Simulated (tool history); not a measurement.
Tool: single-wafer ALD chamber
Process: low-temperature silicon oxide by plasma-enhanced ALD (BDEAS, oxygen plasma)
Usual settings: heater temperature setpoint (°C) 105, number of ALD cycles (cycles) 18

| run | hour | heater temperature setpoint (°C) | number of ALD cycles (cycles) | read-back reference wafer on the same gauge, thickness_nm | mean film thickness on the monitor wafer (angstrom) |
|---|---|---|---|---|---|
| 1 | 0 | 105 | 18 | 2.211 | 26.23 |
| 2 | 48.3 | 108 | 16 | 2.211 | 23.16 |
| 3 | 89.8 | 108 | 16 | 2.208 | 23.29 |
| 4 | 136.8 | 98 | 18 | 2.209 | 26.73 |
|  | 156.2 | gauge calibrated |
| 5 | 181.1 | 98 | 18 | 2.211 | 26.7 |
| 6 | 231.4 | 98 | 18 | 2.209 | 26.93 |
| 7 | 271.2 | 105 | 16 | 2.212 | 23.27 |
| 8 | 341.7 | 105 | 16 | 2.207 | 23.44 |
| 9 | 402.9 | 118 | 18 | 2.21 | 25.51 |
| 10 | 440.4 | 101 | 21 | 2.211 | 30.95 |
| 11 | 547.7 | 100 | 18 | 2.211 | 26.54 |
|  | 601.3 | gauge calibrated |
|  | 604.6 | thermocouple changed; heater temperature recalibrated |
| 12 | 655.4 | 105 | 18 | 2.209 | 26.16 |
| 13 | 752.9 | 112 | 21 | 2.207 | 30.32 |
| 14 | 800.6 | 91 | 17 | 2.209 | 26.04 |
| 15 | 883.8 | 91 | 15 | 2.21 | 23.04 |
| 16 | 932.1 | 117 | 15 | 2.212 | 21.29 |

Forecast each of these 4 alternatives for the next run:
| A | 932.5 | 105 | 18 | ? | ? |
| B | 932.5 | 96 | 16 | ? | ? |
| C | 932.5 | 115 | 16 | ? | ? |
| D | 932.5 | 105 | 19 | ? | ? |

| run | read-back reference wafer on the same gauge, thickness_nm | mean film thickness on the monitor wafer (angstrom) |
|---|---|---|
| A | 2.211 | 26.22 |
| B | 2.211 | 23.97 |
| C | 2.211 | 22.82 |
| D | 2.211 | 27.68 |
Without the tool's hidden state the same runs would have given:
| run | mean film thickness on the monitor wafer (angstrom) |
|---|---|
| A | 26.22 |
| B | 23.97 |
| C | 22.82 |
| D | 27.68 |

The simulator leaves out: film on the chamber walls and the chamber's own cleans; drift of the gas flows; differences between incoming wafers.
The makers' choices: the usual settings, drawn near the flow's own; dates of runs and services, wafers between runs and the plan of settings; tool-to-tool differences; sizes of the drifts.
